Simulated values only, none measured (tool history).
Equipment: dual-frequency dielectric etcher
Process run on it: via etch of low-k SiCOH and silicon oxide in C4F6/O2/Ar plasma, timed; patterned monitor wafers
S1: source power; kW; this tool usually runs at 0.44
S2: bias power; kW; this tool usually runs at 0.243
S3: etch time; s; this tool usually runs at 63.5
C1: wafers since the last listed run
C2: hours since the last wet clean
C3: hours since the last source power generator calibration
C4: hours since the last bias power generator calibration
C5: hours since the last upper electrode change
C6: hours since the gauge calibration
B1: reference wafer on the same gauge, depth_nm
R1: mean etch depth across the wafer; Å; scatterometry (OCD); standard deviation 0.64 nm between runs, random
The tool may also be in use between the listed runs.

run   hour    S1     S2    S3   C1     C2      C3      C4      C5     C6     B1    R1
  1      0   0.4  0.243  63.5    0  370.3  4233.1  2853.5    5859   71.7  216.1  1817
  2   11.4   0.4  0.243  63.5  153  381.7  4244.5  2864.9  5870.4   83.1  215.9  1814
  3   25.5  0.44  0.243  63.5  189  395.8  4258.6    2879  5884.5   97.2    216  1905
  4   38.3  0.44  0.243  63.5  172  408.6  4271.4  2891.8  5897.3    110    216  1900
  5   49.7  0.44  0.243  63.5  153    420  4282.8  2903.2  5908.7  121.4    216  1902
  6   63.4  0.44  0.243  63.5  184  433.7  4296.5  2916.9  5922.4  135.1  216.3  1900
  7   76.6  0.52  0.223  63.5  177  446.9  4309.7  2930.1  5935.6  148.3    216  1976
  8   88.6  0.52  0.223  63.5  161  458.9  4321.7  2942.1  5947.6  160.3    216  1960
  9  102.3  0.44  0.243  63.5  184  472.6  4335.4  2955.8  5961.3    174  216.1  1898
     121.1  -- source power generator calibrated
     133.7  -- bias power generator calibrated
     142.7  -- upper electrode replaced
 10  143.2  0.44  0.243  63.5  321  513.5    22.1     9.5     0.5  214.9  216.1  1899
     146.8  -- gauge calibrated
     177.2  -- wet clean of the chamber
 11  177.7  0.44  0.243  63.5  141    0.5    56.6      44      35   30.9  216.1  1899
 12    178  0.44  0.243  63.5    4    0.8    56.9    44.3    35.3   31.2    216  1896
 13  184.8  0.44  0.243  63.5   91    7.6    63.7    51.1    42.1     38    216  1898
 14  193.9   0.5  0.282  56.5  122   16.7    72.8    60.2    51.2   47.1  216.2  1940
 15  203.2  0.33  0.204    57  125     26    82.1    69.5    60.5   56.4    216  1329
 16  216.9  0.44  0.243  63.5  184   39.7    95.8    83.2    74.2   70.1    216  1898
 17  223.5   0.4  0.243  63.5   88   46.3   102.4    89.8    80.8   76.7  216.1  1804
 18  235.7  0.48  0.261  63.5  164   58.5   114.6     102      93   88.9  216.3  2060
 19  250.6  0.35   0.22  54.5  200   73.4   129.5   116.9   107.9  103.8    216  1371
 20  260.7  0.37  0.293    79  135   83.5   139.6     127     118  113.9  216.1  2395
 21  268.8  0.49  0.202    49  108   91.6   147.7   135.1   126.1    122  215.9  1401
 22  282.1  0.38  0.213  76.5  178  104.9     161   148.4   139.4  135.3  216.1  1977
 23  299.8  0.44  0.207    80  238  122.6   178.7   166.1   157.1    153  215.9  2201

Across each entry between runs, compare the hidden state at the last listed run before it with the hidden state at the first listed run after it:
Runs 9 to 10: source power generator calibrated (hour 121.1); bias power generator calibrated (hour 133.7); upper electrode replaced (hour 142.7)
  no difference in the tool's unlogged condition between these two runs
Runs 10 to 11: gauge calibrated (hour 146.8); wet clean of the chamber (hour 177.2)
  no difference in the tool's unlogged condition between these two runs
